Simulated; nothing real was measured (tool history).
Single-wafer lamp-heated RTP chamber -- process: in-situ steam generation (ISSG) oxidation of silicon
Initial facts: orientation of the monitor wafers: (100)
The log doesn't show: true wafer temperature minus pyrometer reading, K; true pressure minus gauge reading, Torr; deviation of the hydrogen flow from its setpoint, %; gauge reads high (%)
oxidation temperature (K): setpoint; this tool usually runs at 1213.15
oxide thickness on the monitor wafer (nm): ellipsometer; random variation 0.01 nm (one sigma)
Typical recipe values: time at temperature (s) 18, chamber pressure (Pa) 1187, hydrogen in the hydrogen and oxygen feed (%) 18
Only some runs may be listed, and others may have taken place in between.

| run | hour | oxidation temperature (K) | time at temperature (s) | chamber pressure (Pa) | hydrogen in the hydrogen and oxygen feed (%) | wafers since the last listed run | wafers since the last pyrometer calibration | hours since the pressure gauge was zeroed | hours since the hydrogen flow controller was replaced | hours since the gauge calibration | read-back reference wafer on the same gauge, thickness | oxide thickness on the monitor wafer (nm) |
|---|---|---|---|---|---|---|---|---|---|---|---|---|
| 1 | 0.0 | 1213.15 | 18 | 1187 | 18 | 0 | 2401 | 1297.9 | 5993.8 | 43.2 | 3.721 | 3.632 |
| 2 | 17.0 | 1213.15 | 18 | 1187 | 18 | 150 | 2552 | 1314.9 | 6010.8 | 60.2 | 3.720 | 3.634 |
| 3 | 30.1 | 1213.15 | 18 | 1187 | 18 | 116 | 2668 | 1328.0 | 6023.9 | 73.3 | 3.719 | 3.624 |
| 4 | 44.0 | 1213.15 | 18 | 1187 | 18 | 123 | 2792 | 1341.9 | 6037.8 | 87.2 | 3.722 | 3.615 |
|  | 64.7 | hydrogen flow controller replaced |
| 5 | 83.7 | 1213.15 | 18 | 1187 | 18 | 281 | 3073 | 1381.6 | 19.0 | 126.9 | 3.721 | 3.650 |
| 6 | 99.8 | 1213.15 | 18 | 1187 | 18 | 142 | 3216 | 1397.7 | 35.1 | 143.0 | 3.719 | 3.641 |
|  | 112.1 | pyrometer window cleaned and pyrometer calibrated |
|  | 119.4 | pressure gauge zeroed |
| 7 | 119.9 | 1213.15 | 18 | 1067 | 18 | 42 | 4 | 0.5 | 55.2 | 163.1 | 3.718 | 3.583 |
|  | 127.6 | gauge calibrated |
| 8 | 131.9 | 1213.15 | 15 | 1187 | 11 | 106 | 110 | 12.5 | 67.2 | 4.3 | 3.719 | 2.991 |
| 9 | 146.9 | 1213.15 | 16 | 1187 | 18 | 133 | 243 | 27.5 | 82.2 | 19.3 | 3.721 | 3.430 |
| 10 | 153.6 | 1196.15 | 13 | 1027 | 26 | 59 | 303 | 34.2 | 88.9 | 26.0 | 3.719 | 3.324 |
| 11 | 165.3 | 1219.15 | 12 | 1120 | 11 | 103 | 407 | 45.9 | 100.6 | 37.7 | 3.718 | 2.788 |
| 12 | 176.8 | 1200.15 | 18 | 1187 | 26 | 102 | 509 | 57.4 | 112.1 | 49.2 | 3.718 | 3.759 |
| 13 | 188.0 | 1213.15 | 18 | 1187 | 18 | 99 | 608 | 68.6 | 123.3 | 60.4 | 3.719 | 3.574 |
| 14 | 195.3 | 1200.15 | 18 | 1360 | 14 | 64 | 673 | 75.9 | 130.6 | 67.7 | 3.722 | 3.233 |

Forecast run 15:
| 15 | 203.1 | 1213.15 | 18 | 1187 | 18 | 69 | 742 | 83.7 | 138.4 | 75.5 | ? | ? |

Run 15 measured read-back reference wafer on the same gauge, thickness 3.721, oxide thickness on the monitor wafer (nm) 3.602.
Had the tool carried no hidden state, the very same run would have given oxide thickness on the monitor wafer (nm) 3.574.

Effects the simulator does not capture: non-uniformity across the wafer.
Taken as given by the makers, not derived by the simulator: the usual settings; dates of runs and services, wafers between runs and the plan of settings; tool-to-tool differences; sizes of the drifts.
